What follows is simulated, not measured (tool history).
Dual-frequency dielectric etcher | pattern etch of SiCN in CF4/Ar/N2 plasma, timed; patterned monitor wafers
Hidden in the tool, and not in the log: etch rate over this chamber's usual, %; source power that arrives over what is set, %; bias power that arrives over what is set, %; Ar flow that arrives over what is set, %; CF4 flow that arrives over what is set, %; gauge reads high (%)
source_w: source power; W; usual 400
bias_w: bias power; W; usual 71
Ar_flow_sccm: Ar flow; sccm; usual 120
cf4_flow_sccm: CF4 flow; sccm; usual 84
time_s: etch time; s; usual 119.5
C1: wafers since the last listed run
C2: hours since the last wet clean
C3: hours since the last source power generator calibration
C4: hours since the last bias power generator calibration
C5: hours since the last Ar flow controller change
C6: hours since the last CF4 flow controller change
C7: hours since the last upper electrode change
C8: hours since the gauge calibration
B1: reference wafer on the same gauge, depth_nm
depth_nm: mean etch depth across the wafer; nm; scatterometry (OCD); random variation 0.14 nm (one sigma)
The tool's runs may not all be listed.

run 1 day=0.000 | source_w=400 bias_w=71 Ar_flow_sccm=120 cf4_flow_sccm=84 time_s=119.5 | C1=0 C2=471.4 C3=2516.3 C4=1886.8 C5=5083.9 C6=5147.3 C7=4760.3 C8=193.2 | B1=93.5 | depth_nm=99.3
run 2 day=0.708 | source_w=400 bias_w=71 Ar_flow_sccm=120 cf4_flow_sccm=84 time_s=119.5 | C1=191 C2=488.4 C3=2533.3 C4=1903.8 C5=5100.9 C6=5164.3 C7=4777.3 C8=210.2 | B1=93.5 | depth_nm=99.1
-- day=0.958 bias power generator calibrated
run 3 day=1.154 | source_w=480 bias_w=85 Ar_flow_sccm=120 cf4_flow_sccm=84 time_s=119.5 | C1=75 C2=499.1 C3=2544.0 C4=4.7 C5=5111.6 C6=5175.0 C7=4788.0 C8=220.9 | B1=93.5 | depth_nm=127.0
run 4 day=1.417 | source_w=480 bias_w=85 Ar_flow_sccm=120 cf4_flow_sccm=84 time_s=119.5 | C1=70 C2=505.4 C3=2550.3 C4=11.0 C5=5117.9 C6=5181.3 C7=4794.3 C8=227.2 | B1=93.5 | depth_nm=126.9
-- day=1.900 Ar flow controller replaced
-- day=2.542 wet clean of the chamber
run 5 day=2.562 | source_w=400 bias_w=64 Ar_flow_sccm=120 cf4_flow_sccm=84 time_s=119.5 | C1=68 C2=0.5 C3=2577.8 C4=38.5 C5=15.9 C6=5208.8 C7=4821.8 C8=254.7 | B1=93.5 | depth_nm=97.4
-- day=3.604 upper electrode replaced
run 6 day=3.625 | source_w=400 bias_w=64 Ar_flow_sccm=120 cf4_flow_sccm=84 time_s=119.5 | C1=16 C2=26.0 C3=2603.3 C4=64.0 C5=41.4 C6=5234.3 C7=0.5 C8=280.2 | B1=93.5 | depth_nm=97.5
run 7 day=3.642 | source_w=400 bias_w=71 Ar_flow_sccm=120 cf4_flow_sccm=84 time_s=119.5 | C1=4 C2=26.4 C3=2603.7 C4=64.4 C5=41.8 C6=5234.7 C7=0.9 C8=280.6 | B1=93.5 | depth_nm=100.5
run 8 day=3.654 | source_w=480 bias_w=71 Ar_flow_sccm=102 cf4_flow_sccm=75 time_s=142.5 | C1=3 C2=26.7 C3=2604.0 C4=64.7 C5=42.1 C6=5235.0 C7=1.2 C8=280.9 | B1=93.5 | depth_nm=147.5
-- day=3.950 gauge calibrated
run 9 day=3.975 | source_w=450 bias_w=86 Ar_flow_sccm=120 cf4_flow_sccm=103 time_s=119.5 | C1=86 C2=34.4 C3=2611.7 C4=72.4 C5=49.8 C6=5242.7 C7=8.9 C8=0.6 | B1=93.5 | depth_nm=123.4
run 10 day=4.542 | source_w=400 bias_w=62 Ar_flow_sccm=120 cf4_flow_sccm=84 time_s=99.5 | C1=152 C2=48.0 C3=2625.3 C4=86.0 C5=63.4 C6=5256.3 C7=22.5 C8=14.2 | B1=93.4 | depth_nm=80.3
-- day=4.938 CF4 flow controller replaced
-- day=5.062 source power generator calibrated
run 11 day=5.083 | source_w=330 bias_w=71 Ar_flow_sccm=149 cf4_flow_sccm=67 time_s=119.5 | C1=45 C2=61.0 C3=0.5 C4=99.0 C5=76.4 C6=3.5 C7=35.5 C8=27.2 | B1=93.5 | depth_nm=71.6
run 12 day=5.100 | source_w=400 bias_w=71 Ar_flow_sccm=96 cf4_flow_sccm=84 time_s=119.5 | C1=4 C2=61.4 C3=0.9 C4=99.4 C5=76.8 C6=3.9 C7=35.9 C8=27.6 | B1=93.5 | depth_nm=98.1
run 13 day=5.408 | source_w=400 bias_w=60 Ar_flow_sccm=94 cf4_flow_sccm=77 time_s=143.0 | C1=83 C2=68.8 C3=8.3 C4=106.8 C5=84.2 C6=11.3 C7=43.3 C8=35.0 | B1=93.6 | depth_nm=111.3
run 14 day=5.771 | source_w=400 bias_w=71 Ar_flow_sccm=120 cf4_flow_sccm=84 time_s=119.5 | C1=97 C2=77.5 C3=17.0 C4=115.5 C5=92.9 C6=20.0 C7=52.0 C8=43.7 | B1=93.5 | depth_nm=94.1
run 15 day=6.079 | source_w=430 bias_w=71 Ar_flow_sccm=120 cf4_flow_sccm=84 time_s=119.5 | C1=83 C2=84.9 C3=24.4 C4=122.9 C5=100.3 C6=27.4 C7=59.4 C8=51.1 | B1=93.6 | depth_nm=101.9
run 16 day=6.479 | source_w=360 bias_w=71 Ar_flow_sccm=120 cf4_flow_sccm=95 time_s=119.5 | C1=107 C2=94.5 C3=34.0 C4=132.5 C5=109.9 C6=37.0 C7=69.0 C8=60.7 | B1=93.5 | depth_nm=85.3
run 17 day=7.792 | source_w=400 bias_w=60 Ar_flow_sccm=120 cf4_flow_sccm=84 time_s=119.5 | C1=354 C2=126.0 C3=65.5 C4=164.0 C5=141.4 C6=68.5 C7=100.5 C8=92.2 | B1=93.5 | depth_nm=89.6
run 18 day=8.154 | source_w=400 bias_w=56 Ar_flow_sccm=120 cf4_flow_sccm=84 time_s=96.0 | C1=97 C2=134.7 C3=74.2 C4=172.7 C5=150.1 C6=77.2 C7=109.2 C8=100.9 | B1=93.5 | depth_nm=70.7
run 19 day=8.871 | source_w=330 bias_w=71 Ar_flow_sccm=120 cf4_flow_sccm=84 time_s=143.0 | C1=193 C2=151.9 C3=91.4 C4=189.9 C5=167.3 C6=94.4 C7=126.4 C8=118.1 | B1=93.5 | depth_nm=91.5
run 20 day=9.212 | source_w=400 bias_w=71 Ar_flow_sccm=120 cf4_flow_sccm=84 time_s=119.5 | C1=92 C2=160.1 C3=99.6 C4=198.1 C5=175.5 C6=102.6 C7=134.6 C8=126.3 | B1=93.5 | depth_nm=94.4

Forecast each of these 5 alternatives for the next run:
run A day=9.229 | source_w=400 bias_w=71 Ar_flow_sccm=120 cf4_flow_sccm=84 time_s=153.0 | C1=4 C2=160.5 C3=100.0 C4=198.5 C5=175.9 C6=103.0 C7=135.0 C8=126.7 | B1=? | depth_nm=?
run B day=9.229 | source_w=320 bias_w=64 Ar_flow_sccm=120 cf4_flow_sccm=84 time_s=119.5 | C1=4 C2=160.5 C3=100.0 C4=198.5 C5=175.9 C6=103.0 C7=135.0 C8=126.7 | B1=? | depth_nm=?
run C day=9.229 | source_w=360 bias_w=71 Ar_flow_sccm=120 cf4_flow_sccm=84 time_s=154.0 | C1=4 C2=160.5 C3=100.0 C4=198.5 C5=175.9 C6=103.0 C7=135.0 C8=126.7 | B1=? | depth_nm=?
run D day=9.229 | source_w=440 bias_w=71 Ar_flow_sccm=120 cf4_flow_sccm=76 time_s=89.5 | C1=4 C2=160.5 C3=100.0 C4=198.5 C5=175.9 C6=103.0 C7=135.0 C8=126.7 | B1=? | depth_nm=?
run E day=9.229 | source_w=490 bias_w=61 Ar_flow_sccm=120 cf4_flow_sccm=84 time_s=119.5 | C1=4 C2=160.5 C3=100.0 C4=198.5 C5=175.9 C6=103.0 C7=135.0 C8=126.7 | B1=? | depth_nm=?

run=A B1=93.5 depth_nm=120.7
run=B B1=93.5 depth_nm=71.8
run=C B1=93.5 depth_nm=108.6
run=D B1=93.5 depth_nm=77.1
run=E B1=93.5 depth_nm=111.4
Without the tool's hidden state the same runs would have given:
run=A depth_nm=121.4
run=B depth_nm=72.2
run=C depth_nm=109.2
run=D depth_nm=77.5
run=E depth_nm=112.0
